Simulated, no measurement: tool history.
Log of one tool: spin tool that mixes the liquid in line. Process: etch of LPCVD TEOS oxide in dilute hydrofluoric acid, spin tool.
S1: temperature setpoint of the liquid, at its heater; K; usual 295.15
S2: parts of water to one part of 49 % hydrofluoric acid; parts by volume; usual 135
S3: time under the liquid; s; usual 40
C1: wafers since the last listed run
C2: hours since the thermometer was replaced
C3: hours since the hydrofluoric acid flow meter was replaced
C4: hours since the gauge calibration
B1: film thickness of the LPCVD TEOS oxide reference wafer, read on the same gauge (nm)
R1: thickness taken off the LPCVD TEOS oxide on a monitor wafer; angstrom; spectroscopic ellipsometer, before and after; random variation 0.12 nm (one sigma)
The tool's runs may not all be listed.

run   hour      S1   S2  S3    C1      C2      C3      C4     B1     R1
  1    0.0  295.15  135  40     0  1380.9  1713.9   448.9  79.99  134.0
  2   43.5  295.15  135  40   579  1424.4  1757.4   492.4  79.99  136.8
  3  100.2  295.15  135  40   755  1481.1  1814.1   549.1  79.97  136.6
  4  167.6  295.15   95  40   897  1548.5  1881.5   616.5  79.98  200.6
  5  213.7  295.15   95  40   613  1594.6  1927.6   662.6  80.01  204.2
  6  278.2  293.65  135  40   858  1659.1  1992.1   727.1  80.02  128.9
  7  361.8  293.65  135  40  1113  1742.7  2075.7   810.7  80.01  126.0
  8  425.9  293.65  135  40   853  1806.8  2139.8   874.8  80.00  129.0
     459.4  -- hydrofluoric acid flow meter replaced
     512.7  -- thermometer replaced
  9  528.1  295.15  135  40  1334    15.4    68.7   977.0  80.01  144.3
 10  603.4  295.15   95  60  1002    90.7   144.0  1052.3  79.99  318.9

Run 11 comes next. What will it give?
 11  691.5  297.15  135  25  1173  178.8  232.1  1140.4   ?   ?

Run 11 gave B1 80.02, R1 96.9 angstrom.
Without the tool's hidden state the same run would have given R1 98.0 angstrom.
